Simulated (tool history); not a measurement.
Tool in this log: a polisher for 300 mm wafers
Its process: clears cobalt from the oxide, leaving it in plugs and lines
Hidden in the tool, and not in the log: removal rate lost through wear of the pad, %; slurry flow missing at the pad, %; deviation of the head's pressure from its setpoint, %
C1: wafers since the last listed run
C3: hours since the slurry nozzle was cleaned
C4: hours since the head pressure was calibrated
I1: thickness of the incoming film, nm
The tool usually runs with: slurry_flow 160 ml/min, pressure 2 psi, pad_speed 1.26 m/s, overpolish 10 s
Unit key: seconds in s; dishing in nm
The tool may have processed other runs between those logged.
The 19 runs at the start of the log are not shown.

{"run": 20, "hour": 210.1, "slurry_flow": 160, "pressure": 2, "pad_speed": 1.12, "overpolish": 16, "C1": 117, "wafers polished on this pad": 1220, "C3": 103.9, "C4": 29.6, "I1": 230.8, "seconds": 50.3, "dishing": 36.4}
{"hour": 218.9, "done": "worn pad replaced by a new one"}
{"run": 21, "hour": 225.2, "slurry_flow": 160, "pressure": 2, "pad_speed": 1.26, "overpolish": 10, "C1": 161, "wafers polished on this pad": 91, "C3": 119, "C4": 44.7, "I1": 230.8, "seconds": 40.8, "dishing": 30.7}
{"run": 22, "hour": 231.3, "slurry_flow": 160, "pressure": 2, "pad_speed": 1.26, "overpolish": 10, "C1": 88, "wafers polished on this pad": 180, "C3": 125.1, "C4": 50.8, "I1": 227.1, "seconds": 40.2, "dishing": 30.2}
{"run": 23, "hour": 242.6, "slurry_flow": 160, "pressure": 2, "pad_speed": 1.42, "overpolish": 6, "C1": 163, "wafers polished on this pad": 344, "C3": 136.4, "C4": 62.1, "I1": 233.9, "seconds": 39.3, "dishing": 22.5}
{"run": 24, "hour": 255.0, "slurry_flow": 160, "pressure": 2, "pad_speed": 1.4, "overpolish": 10, "C1": 179, "wafers polished on this pad": 523, "C3": 148.8, "C4": 74.5, "I1": 225.3, "seconds": 38.8, "dishing": 32}
{"run": 25, "hour": 270.5, "slurry_flow": 145, "pressure": 2.5, "pad_speed": 1.08, "overpolish": 10, "C1": 224, "wafers polished on this pad": 748, "C3": 164.3, "C4": 90, "I1": 230.6, "seconds": 38.5, "dishing": 32.1}
{"run": 26, "hour": 276.9, "slurry_flow": 160, "pressure": 2, "pad_speed": 1.26, "overpolish": 10, "C1": 92, "wafers polished on this pad": 841, "C3": 170.7, "C4": 96.4, "I1": 230.6, "seconds": 45, "dishing": 30.1}
{"hour": 290.8, "done": "worn pad replaced by a new one"}
{"run": 27, "hour": 291.3, "slurry_flow": 160, "pressure": 2, "pad_speed": 1.26, "overpolish": 10, "C1": 150, "wafers polished on this pad": 7, "C3": 185.1, "C4": 110.8, "I1": 229.9, "seconds": 43, "dishing": 30.7}
{"run": 28, "hour": 304.5, "slurry_flow": 190, "pressure": 2, "pad_speed": 1.26, "overpolish": 6, "C1": 191, "wafers polished on this pad": 198, "C3": 198.3, "C4": 124, "I1": 232.3, "seconds": 43.1, "dishing": 21.3}
{"run": 29, "hour": 312.2, "slurry_flow": 140, "pressure": 2, "pad_speed": 1.26, "overpolish": 10, "C1": 111, "wafers polished on this pad": 310, "C3": 206, "C4": 131.7, "I1": 231.4, "seconds": 43.7, "dishing": 30.1}
{"run": 30, "hour": 330.1, "slurry_flow": 160, "pressure": 1.3, "pad_speed": 0.98, "overpolish": 15, "C1": 259, "wafers polished on this pad": 570, "C3": 223.9, "C4": 149.6, "I1": 226.5, "seconds": 78.3, "dishing": 25.9}
{"run": 31, "hour": 343.4, "slurry_flow": 120, "pressure": 1.4, "pad_speed": 1.26, "overpolish": 10, "C1": 193, "wafers polished on this pad": 763, "C3": 237.2, "C4": 162.9, "I1": 231, "seconds": 67.8, "dishing": 22.3}
{"hour": 367.7, "done": "worn pad replaced by a new one"}
{"run": 32, "hour": 378.0, "slurry_flow": 160, "pressure": 2, "pad_speed": 1.38, "overpolish": 10, "C1": 444, "wafers polished on this pad": 149, "C3": 271.8, "C4": 197.5, "I1": 227.2, "seconds": 40.7, "dishing": 30.3}
{"run": 33, "hour": 386.7, "slurry_flow": 160, "pressure": 2, "pad_speed": 1.58, "overpolish": 13, "C1": 126, "wafers polished on this pad": 276, "C3": 280.5, "C4": 206.2, "I1": 228.9, "seconds": 37.1, "dishing": 38.3}
{"run": 34, "hour": 393.3, "slurry_flow": 160, "pressure": 1.6, "pad_speed": 1.42, "overpolish": 4, "C1": 95, "wafers polished on this pad": 371, "C3": 287.1, "C4": 212.8, "I1": 230.3, "seconds": 51.2, "dishing": 12.9}

Here are 5 independent what-if runs from the current tool condition. What would each one return?
{"run": "A", "hour": 393.7, "slurry_flow": 160, "pressure": 2, "pad_speed": 1.26, "overpolish": 14, "C1": 5, "wafers polished on this pad": 377, "C3": 287.5, "C4": 213.2, "I1": 232, "seconds": "?", "dishing": "?"}
{"run": "B", "hour": 393.7, "slurry_flow": 115, "pressure": 2, "pad_speed": 1.44, "overpolish": 7, "C1": 5, "wafers polished on this pad": 377, "C3": 287.5, "C4": 213.2, "I1": 232, "seconds": "?", "dishing": "?"}
{"run": "C", "hour": 393.7, "slurry_flow": 200, "pressure": 2.2, "pad_speed": 1.26, "overpolish": 10, "C1": 5, "wafers polished on this pad": 377, "C3": 287.5, "C4": 213.2, "I1": 232, "seconds": "?", "dishing": "?"}
{"run": "D", "hour": 393.7, "slurry_flow": 185, "pressure": 2.6, "pad_speed": 1.58, "overpolish": 10, "C1": 5, "wafers polished on this pad": 377, "C3": 287.5, "C4": 213.2, "I1": 232, "seconds": "?", "dishing": "?"}
{"run": "E", "hour": 393.7, "slurry_flow": 175, "pressure": 2, "pad_speed": 1.26, "overpolish": 10, "C1": 5, "wafers polished on this pad": 377, "C3": 287.5, "C4": 213.2, "I1": 232, "seconds": "?", "dishing": "?"}

run=A seconds=45 dishing=36.3
run=B seconds=42.8 dishing=24.3
run=C seconds=40.1 dishing=32.1
run=D seconds=29.5 dishing=37.8
run=E seconds=44.7 dishing=30
Without the tool's hidden state the same runs would have given:
run=A seconds=41 dishing=38
run=B seconds=39 dishing=26
run=C seconds=36.5 dishing=33.9
run=D seconds=26.9 dishing=39.5
run=E seconds=40.7 dishing=31.8
